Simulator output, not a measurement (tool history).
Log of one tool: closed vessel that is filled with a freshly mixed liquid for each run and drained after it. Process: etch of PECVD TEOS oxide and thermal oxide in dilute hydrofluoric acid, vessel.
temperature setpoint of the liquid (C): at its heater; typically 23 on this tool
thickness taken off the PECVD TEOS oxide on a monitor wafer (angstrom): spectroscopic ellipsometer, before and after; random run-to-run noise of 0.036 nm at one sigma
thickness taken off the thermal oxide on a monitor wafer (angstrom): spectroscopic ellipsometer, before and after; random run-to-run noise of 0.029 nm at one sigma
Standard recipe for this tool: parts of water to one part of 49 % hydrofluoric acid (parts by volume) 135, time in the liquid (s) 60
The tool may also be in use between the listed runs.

run,hour,temperature setpoint of the liquid (C),parts of water to one part of 49 % hydrofluoric acid (parts by volume),time in the liquid (s),wafers since the last listed run,hours since the thermometer was replaced,hours since the hydrofluoric acid flow meter was replaced,hours since the gauge calibration,"read-back film thickness of the PECVD TEOS oxide reference wafer, read on the same gauge (nm)","read-back film thickness of the thermal oxide reference wafer, read on the same gauge (nm)",thickness taken off the PECVD TEOS oxide on a monitor wafer (angstrom),thickness taken off the thermal oxide on a monitor wafer (angstrom)
1,0,23,135,60,0,475.2,1916.1,1312.1,139.98,59.997,111.6,20.46
2,41.4,23,135,60,2532,516.6,1957.5,1353.5,140.02,59.991,112.4,20.05
3,70.4,23,135,60,1774,545.6,1986.5,1382.5,140.02,59.995,111.7,19.95
4,130.5,23,135,60,3676,605.7,2046.6,1442.6,140.01,60.01,112.1,19.52
# hour 141: gauge calibrated
5,189.4,23,135,60,3603,664.6,2105.5,48.4,140.01,60.007,113.4,20.01
# hour 205.7: thermometer replaced
6,251,26.5,80,70,3707,45.3,2167.1,110,140.03,59.981,265.3,46.79
7,283.5,23,135,60,1988,77.8,2199.6,142.5,140.03,60,109.9,19.44
8,328.1,23,135,60,2728,122.4,2244.2,187.1,139.99,59.983,109.8,19.25
9,387.4,23,175,60,3627,181.7,2303.5,246.4,140.05,59.967,81.3,14.5
# hour 411.4: hydrofluoric acid flow meter replaced
10,428.2,23,135,40,2434,222.5,16.8,287.2,139.98,60,73.7,13.36
11,472.6,28,135,30,2716,266.9,61.2,331.6,140.04,59.993,66.9,11.69
12,511,20.5,95,60,2349,305.3,99.6,370,140.01,59.998,149.7,26.84
13,556.7,21,100,60,2795,351,145.3,415.7,139.95,59.968,144.5,26.61
14,584.7,23,135,60,1712,379,173.3,443.7,140,60.018,111.7,19.69
15,639,23,155,60,3321,433.3,227.6,498,140.04,60.029,95,16.54
16,663,23,135,60,1468,457.3,251.6,522,140.01,60.024,111.3,20.7
17,722.2,23,185,80,3621,516.5,310.8,581.2,140,59.984,102.8,18.33
18,788.5,23,135,60,4055,582.8,377.1,647.5,139.99,60.003,112.7,19.4
# hour 843.3: thermometer replaced
19,854.8,23,135,60,3994,11.5,443.4,713.8,140,59.986,110.2,19.28
20,880.1,23,135,60,1547,36.8,468.7,739.1,139.99,59.99,110.2,19.37
21,934.6,23,135,60,3333,91.3,523.2,793.6,139.98,59.992,110.2,19.98
22,983.1,23,135,60,2966,139.8,571.7,842.1,139.99,59.971,110.1,19.71
23,1038.4,23,135,90,3382,195.1,627,897.4,140.03,60.014,167.2,29.05
24,1087.7,23,90,60,3015,244.4,676.3,946.7,139.98,60.006,175.9,31.05
25,1116.8,23,160,60,1780,273.5,705.4,975.8,139.99,59.997,91.1,16.21
26,1168.9,23,175,75,3187,325.6,757.5,1027.9,140.01,60.001,103.1,18.37
27,1204.2,23,100,60,2159,360.9,792.8,1063.2,140.03,60.014,156.8,28.18

Below are 3 alternative next runs, each starting from the tool's condition after run 27. Predict each:
A,1204.9,23,135,60,42,361.6,793.5,1063.9,?,?,?,?
B,1204.9,25.5,75,85,42,361.6,793.5,1063.9,?,?,?,?
C,1204.9,25.5,160,75,42,361.6,793.5,1063.9,?,?,?,?

run,"read-back film thickness of the PECVD TEOS oxide reference wafer, read on the same gauge (nm)","read-back film thickness of the thermal oxide reference wafer, read on the same gauge (nm)",thickness taken off the PECVD TEOS oxide on a monitor wafer (angstrom),thickness taken off the thermal oxide on a monitor wafer (angstrom)
A,140,59.982,111.3,20.05
B,140,59.982,337.4,60.76
C,140,59.982,125.4,22.58
Stripped of hidden state, with their random variation kept, the same runs would have yielded:
run,thickness taken off the PECVD TEOS oxide on a monitor wafer (angstrom),thickness taken off the thermal oxide on a monitor wafer (angstrom)
A,108.8,19.59
B,329.4,59.33
C,122.6,22.08
